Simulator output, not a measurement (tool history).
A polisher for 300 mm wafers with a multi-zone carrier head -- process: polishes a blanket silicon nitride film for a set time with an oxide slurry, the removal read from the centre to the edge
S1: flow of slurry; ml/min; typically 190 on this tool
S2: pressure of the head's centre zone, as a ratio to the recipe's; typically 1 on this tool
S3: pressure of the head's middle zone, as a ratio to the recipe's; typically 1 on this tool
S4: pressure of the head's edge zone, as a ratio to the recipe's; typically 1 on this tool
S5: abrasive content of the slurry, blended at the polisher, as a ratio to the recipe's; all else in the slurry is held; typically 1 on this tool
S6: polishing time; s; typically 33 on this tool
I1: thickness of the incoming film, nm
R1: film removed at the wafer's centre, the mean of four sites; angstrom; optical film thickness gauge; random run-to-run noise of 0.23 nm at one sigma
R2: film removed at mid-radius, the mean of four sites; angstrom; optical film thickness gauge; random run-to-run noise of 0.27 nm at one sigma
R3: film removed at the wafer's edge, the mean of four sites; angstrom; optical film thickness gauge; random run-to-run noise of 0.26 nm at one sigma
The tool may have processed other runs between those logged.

| run | day | S1 | S2 | S3 | S4 | S5 | S6 | I1 | R1 | R2 | R3 |
|---|---|---|---|---|---|---|---|---|---|---|---|
| 1 | 0 | 190 | 1 | 1 | 1 | 1 | 33 | 302.5 | 253 | 292 | 284 |
| 2 | 0.5 | 190 | 1 | 1 | 1 | 1 | 33 | 302.4 | 251 | 291 | 276 |
| 3 | 1.025 | 190 | 1 | 1 | 1 | 1 | 33 | 295.4 | 254 | 293 | 278 |
| 4 | 1.275 | 190 | 1 | 1 | 1 | 1 | 33 | 301.8 | 251 | 289 | 276 |
| 5 | 1.733 | 190 | 1 | 1 | 1 | 1 | 33 | 303.9 | 249 | 286 | 273 |
| 6 | 2.396 | 190 | 1 | 1.07 | 1 | 1 | 33 | 299.9 | 251 | 298 | 268 |
| 7 | 3.079 | 190 | 1 | 1 | 1 | 1 | 41 | 300.5 | 303 | 345 | 333 |
| 8 | 3.55 | 190 | 1 | 1 | 1 | 1 | 41 | 305.2 | 336 | 385 | 366 |
| 9 | 3.983 | 190 | 1 | 1 | 1 | 1 | 33 | 295.9 | 268 | 304 | 293 |
| 10 | 5.667 | 190 | 1 | 1 | 1 | 1 | 33 | 305 | 258 | 295 | 281 |
| 11 | 5.938 | 190 | 1.07 | 0.95 | 0.94 | 0.7 | 33 | 303.9 | 242 | 247 | 240 |
| 12 | 6.525 | 160 | 1 | 1 | 1 | 1 | 33 | 296.7 | 247 | 286 | 271 |
| 13 | 8.612 | 190 | 1 | 1 | 1 | 1 | 33 | 299.4 | 263 | 306 | 286 |
| 14 | 10.479 | 190 | 1 | 1.05 | 1 | 1 | 33 | 296.8 | 285 | 306 | 282 |
| 15 | 11.079 | 155 | 1 | 1 | 1 | 1 | 33 | 300.6 | 267 | 282 | 271 |
| 16 | 11.429 | 190 | 0.93 | 1.03 | 1 | 1 | 23 | 297.8 | 180 | 207 | 196 |
| 17 | 12.067 | 135 | 0.95 | 1 | 1.07 | 1 | 21 | 296.6 | 154 | 169 | 170 |
| 18 | 12.804 | 190 | 1.07 | 1 | 1 | 0.9 | 33 | 298 | 280 | 274 | 262 |
| 19 | 13.529 | 190 | 1 | 1 | 1 | 1 | 33 | 298.7 | 269 | 278 | 269 |
| 20 | 14.279 | 190 | 1 | 1.11 | 1 | 1 | 33 | 299.5 | 288 | 334 | 292 |

Put back what was entered between runs (7 entries, withheld): which listed runs does each sit between, and how does the hidden state differ from the listed run before to the listed run after?
Run 7 -> run 8: worn pad replaced by a new one (day 3.529)
  removal rate lost through wear of the pad, %: 9.81 -> 0.597
  difference, measured minus the result without the unlogged condition, R1: -72 -> -42 angstrom; R2: -37 -> -2 angstrom; R3: -36 -> -2 angstrom
Run 9 -> run 10: carrier head's membrane replaced by a new one (day 4.542)
  removal rate lost through wear of the pad, %: 1.24 -> 3.74; deviation of the centre zone's pressure from its setpoint, %: -10.4 -> -10.5
  difference, measured minus the result without the unlogged condition, R1: -35 -> -41 angstrom; R2: -3 -> -12 angstrom; R3: -4 -> -11 angstrom
Run 12 -> run 13: edge zone pressure recalibrated (day 6.867); worn pad replaced by a new one (day 8.567)
  removal rate lost through wear of the pad, %: 5.01 -> 1.68; deviation of the centre zone's pressure from its setpoint, %: -10.5 -> -10.6
  difference, measured minus the result without the unlogged condition, R1: -44 -> -37 angstrom; R2: -15 -> -5 angstrom; R3: -14 -> -4 angstrom
Run 13 -> run 14: centre zone pressure recalibrated (day 8.729); slurry nozzle cleaned (day 8.817)
  removal rate lost through wear of the pad, %: 1.68 -> 4.45; deviation of the centre zone's pressure from its setpoint, %: -10.6 -> -0.563
  difference, measured minus the result without the unlogged condition, R1: -37 -> -15 angstrom; R2: -5 -> -14 angstrom; R3: -4 -> -13 angstrom
Run 19 -> run 20: worn pad replaced by a new one (day 14.117)
  removal rate lost through wear of the pad, %: 8.98 -> 0.821; deviation of the centre zone's pressure from its setpoint, %: -2.72 -> -3.18
  difference, measured minus the result without the unlogged condition, R1: -35 -> -12 angstrom; R2: -27 -> -3 angstrom; R3: -27 -> -3 angstrom
